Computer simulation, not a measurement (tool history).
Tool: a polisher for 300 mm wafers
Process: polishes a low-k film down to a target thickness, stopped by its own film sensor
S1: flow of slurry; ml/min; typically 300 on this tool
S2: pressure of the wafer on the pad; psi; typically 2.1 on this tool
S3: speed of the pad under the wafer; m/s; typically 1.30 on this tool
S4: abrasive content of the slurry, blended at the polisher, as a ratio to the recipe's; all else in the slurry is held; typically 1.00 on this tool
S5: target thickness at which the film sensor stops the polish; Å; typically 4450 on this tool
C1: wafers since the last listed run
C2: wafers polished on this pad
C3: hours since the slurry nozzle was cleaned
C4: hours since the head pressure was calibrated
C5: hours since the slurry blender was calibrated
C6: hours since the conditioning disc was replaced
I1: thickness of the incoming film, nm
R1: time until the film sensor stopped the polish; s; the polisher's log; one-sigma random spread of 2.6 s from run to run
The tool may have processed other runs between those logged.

{"run": 1, "hour": 0.0, "S1": 300, "S2": 2.1, "S3": 1.3, "S4": 1.0, "S5": 4450, "C1": 0, "C2": 839, "C3": 548.7, "C4": 454.4, "C5": 88.0, "C6": 16.4, "I1": 526.8, "R1": 161.4}
{"run": 2, "hour": 10.1, "S1": 300, "S2": 2.1, "S3": 1.3, "S4": 1.0, "S5": 4450, "C1": 66, "C2": 905, "C3": 558.8, "C4": 464.5, "C5": 98.1, "C6": 26.5, "I1": 514.6, "R1": 137.7}
{"run": 3, "hour": 23.5, "S1": 300, "S2": 2.1, "S3": 1.3, "S4": 1.0, "S5": 4450, "C1": 88, "C2": 994, "C3": 572.2, "C4": 477.9, "C5": 111.5, "C6": 39.9, "I1": 514.7, "R1": 141.3}
{"hour": 28.3, "done": "worn pad replaced by a new one"}
{"run": 4, "hour": 35.1, "S1": 300, "S2": 2.1, "S3": 1.3, "S4": 1.0, "S5": 4450, "C1": 50, "C2": 45, "C3": 583.8, "C4": 489.5, "C5": 123.1, "C6": 51.5, "I1": 518.4, "R1": 154.4}
{"run": 5, "hour": 42.5, "S1": 300, "S2": 2.1, "S3": 1.3, "S4": 1.0, "S5": 4450, "C1": 48, "C2": 93, "C3": 591.2, "C4": 496.9, "C5": 130.5, "C6": 58.9, "I1": 512.4, "R1": 140.4}
{"run": 6, "hour": 58.4, "S1": 250, "S2": 2.1, "S3": 1.3, "S4": 1.0, "S5": 4330, "C1": 104, "C2": 198, "C3": 607.1, "C4": 512.8, "C5": 146.4, "C6": 74.8, "I1": 521.9, "R1": 193.5}
{"run": 7, "hour": 76.3, "S1": 250, "S2": 2.1, "S3": 1.3, "S4": 1.0, "S5": 4330, "C1": 118, "C2": 317, "C3": 625.0, "C4": 530.7, "C5": 164.3, "C6": 92.7, "I1": 512.4, "R1": 168.7}
{"run": 8, "hour": 90.4, "S1": 300, "S2": 2.1, "S3": 1.3, "S4": 1.0, "S5": 4450, "C1": 93, "C2": 410, "C3": 639.1, "C4": 544.8, "C5": 178.4, "C6": 106.8, "I1": 516.1, "R1": 152.0}
{"hour": 104.3, "done": "conditioning disc replaced and pad reconditioned"}
{"run": 9, "hour": 110.8, "S1": 270, "S2": 2.1, "S3": 1.3, "S4": 1.0, "S5": 4390, "C1": 121, "C2": 531, "C3": 659.5, "C4": 565.2, "C5": 198.8, "C6": 6.5, "I1": 519.2, "R1": 152.4}
{"run": 10, "hour": 121.7, "S1": 270, "S2": 2.1, "S3": 1.3, "S4": 1.0, "S5": 4390, "C1": 71, "C2": 603, "C3": 670.4, "C4": 576.1, "C5": 209.7, "C6": 17.4, "I1": 514.4, "R1": 150.8}
{"run": 11, "hour": 136.8, "S1": 270, "S2": 2.1, "S3": 1.3, "S4": 1.0, "S5": 4390, "C1": 99, "C2": 703, "C3": 685.5, "C4": 591.2, "C5": 224.8, "C6": 32.5, "I1": 525.6, "R1": 173.4}
{"run": 12, "hour": 146.3, "S1": 300, "S2": 2.1, "S3": 1.3, "S4": 0.8, "S5": 4450, "C1": 62, "C2": 765, "C3": 695.0, "C4": 600.7, "C5": 234.3, "C6": 42.0, "I1": 508.9, "R1": 152.4}
{"run": 13, "hour": 152.7, "S1": 300, "S2": 2.1, "S3": 1.3, "S4": 0.8, "S5": 4450, "C1": 42, "C2": 808, "C3": 701.4, "C4": 607.1, "C5": 240.7, "C6": 48.4, "I1": 522.7, "R1": 193.5}
{"run": 14, "hour": 169.6, "S1": 235, "S2": 2.1, "S3": 1.3, "S4": 0.8, "S5": 4320, "C1": 111, "C2": 919, "C3": 718.3, "C4": 624.0, "C5": 257.6, "C6": 65.3, "I1": 523.5, "R1": 237.1}
{"run": 15, "hour": 185.9, "S1": 300, "S2": 2.1, "S3": 0.9, "S4": 1.0, "S5": 4450, "C1": 107, "C2": 1027, "C3": 734.6, "C4": 640.3, "C5": 273.9, "C6": 81.6, "I1": 527.6, "R1": 225.6}
{"hour": 201.3, "done": "slurry blender recalibrated"}
{"run": 16, "hour": 201.8, "S1": 345, "S2": 2.1, "S3": 1.3, "S4": 1.0, "S5": 4290, "C1": 91, "C2": 1119, "C3": 750.5, "C4": 656.2, "C5": 0.5, "C6": 97.5, "I1": 511.4, "R1": 167.7}
{"hour": 214.9, "done": "head pressure recalibrated"}
{"hour": 216.8, "done": "worn pad replaced by a new one, of another model than before"}
{"hour": 236.8, "done": "slurry nozzle cleaned"}
{"hour": 237.4, "done": "conditioning disc replaced and pad reconditioned"}
{"run": 17, "hour": 250.6, "S1": 300, "S2": 1.7, "S3": 1.14, "S4": 1.2, "S5": 4270, "C1": 285, "C2": 212, "C3": 13.8, "C4": 35.7, "C5": 49.3, "C6": 13.2, "I1": 527.8, "R1": 209.0}
{"run": 18, "hour": 264.2, "S1": 300, "S2": 2.1, "S3": 1.3, "S4": 1.0, "S5": 4450, "C1": 89, "C2": 302, "C3": 27.4, "C4": 49.3, "C5": 62.9, "C6": 26.8, "I1": 528.6, "R1": 166.1}
{"run": 19, "hour": 277.3, "S1": 300, "S2": 2.1, "S3": 1.3, "S4": 1.0, "S5": 4450, "C1": 86, "C2": 389, "C3": 40.5, "C4": 62.4, "C5": 76.0, "C6": 39.9, "I1": 520.6, "R1": 150.7}
{"run": 20, "hour": 285.8, "S1": 300, "S2": 2.1, "S3": 1.3, "S4": 1.0, "S5": 4530, "C1": 56, "C2": 445, "C3": 49.0, "C4": 70.9, "C5": 84.5, "C6": 48.4, "I1": 520.1, "R1": 135.7}
{"run": 21, "hour": 299.0, "S1": 350, "S2": 2.1, "S3": 0.96, "S4": 1.0, "S5": 4450, "C1": 87, "C2": 532, "C3": 62.2, "C4": 84.1, "C5": 97.7, "C6": 61.6, "I1": 527.0, "R1": 194.1}
{"run": 22, "hour": 309.0, "S1": 300, "S2": 1.7, "S3": 1.48, "S4": 0.75, "S5": 4450, "C1": 66, "C2": 598, "C3": 72.2, "C4": 94.1, "C5": 107.7, "C6": 71.6, "I1": 517.3, "R1": 208.3}
{"run": 23, "hour": 321.0, "S1": 345, "S2": 2.1, "S3": 1.3, "S4": 1.0, "S5": 4290, "C1": 79, "C2": 677, "C3": 84.2, "C4": 106.1, "C5": 119.7, "C6": 83.6, "I1": 522.3, "R1": 195.7}
{"run": 24, "hour": 333.5, "S1": 300, "S2": 2.1, "S3": 1.3, "S4": 1.0, "S5": 4450, "C1": 82, "C2": 759, "C3": 96.7, "C4": 118.6, "C5": 132.2, "C6": 96.1, "I1": 518.3, "R1": 159.1}
{"run": 25, "hour": 345.5, "S1": 300, "S2": 2.1, "S3": 1.3, "S4": 1.0, "S5": 4450, "C1": 79, "C2": 839, "C3": 108.7, "C4": 130.6, "C5": 144.2, "C6": 108.1, "I1": 516.6, "R1": 153.9}
{"run": 26, "hour": 362.5, "S1": 300, "S2": 2.1, "S3": 1.54, "S4": 1.0, "S5": 4450, "C1": 112, "C2": 951, "C3": 125.7, "C4": 147.6, "C5": 161.2, "C6": 125.1, "I1": 525.4, "R1": 160.9}
{"run": 27, "hour": 379.1, "S1": 300, "S2": 2.1, "S3": 1.3, "S4": 1.0, "S5": 4660, "C1": 109, "C2": 1060, "C3": 142.3, "C4": 164.2, "C5": 177.8, "C6": 141.7, "I1": 521.3, "R1": 122.8}

A few steps of R1 between consecutive runs. Split each: what settings, incoming material and random variation would produce without the hidden state, and what is left over for the hidden state, along with gauge scatter present in only one of the two compared results (measured, and without hidden state):
The hidden state here: removal rate lost through wear of the pad, %; slurry flow missing at the pad, %; deviation of the head's pressure from its setpoint, %; abrasive missing from the slurry, %; time polished since the conditioner stopped cutting, s.
Run 8 -> 9: S1 300 -> 270, S5 4450 -> 4390, conditioning disc replaced and pad reconditioned. R1 +0.4 s: hidden state -17.0, all else +17.4.
Run 15 -> 16: S1 300 -> 345, S3 0.90 -> 1.30, S5 4450 -> 4290, slurry blender recalibrated. R1 -57.9 s: hidden state +2.3, all else -60.2.
Run 16 -> 17: S1 345 -> 300, S2 2.1 -> 1.7, S3 1.30 -> 1.14, S4 1.00 -> 1.20, S5 4290 -> 4270, head pressure recalibrated, worn pad replaced by a new one, of another model than before, slurry nozzle cleaned, conditioning disc replaced and pad reconditioned. R1 +41.3 s: hidden state -12.2, all else +53.5.
Run 20 -> 21: S1 300 -> 350, S3 1.30 -> 0.96, S5 4530 -> 4450. R1 +58.4 s: hidden state +3.7, all else +54.7.

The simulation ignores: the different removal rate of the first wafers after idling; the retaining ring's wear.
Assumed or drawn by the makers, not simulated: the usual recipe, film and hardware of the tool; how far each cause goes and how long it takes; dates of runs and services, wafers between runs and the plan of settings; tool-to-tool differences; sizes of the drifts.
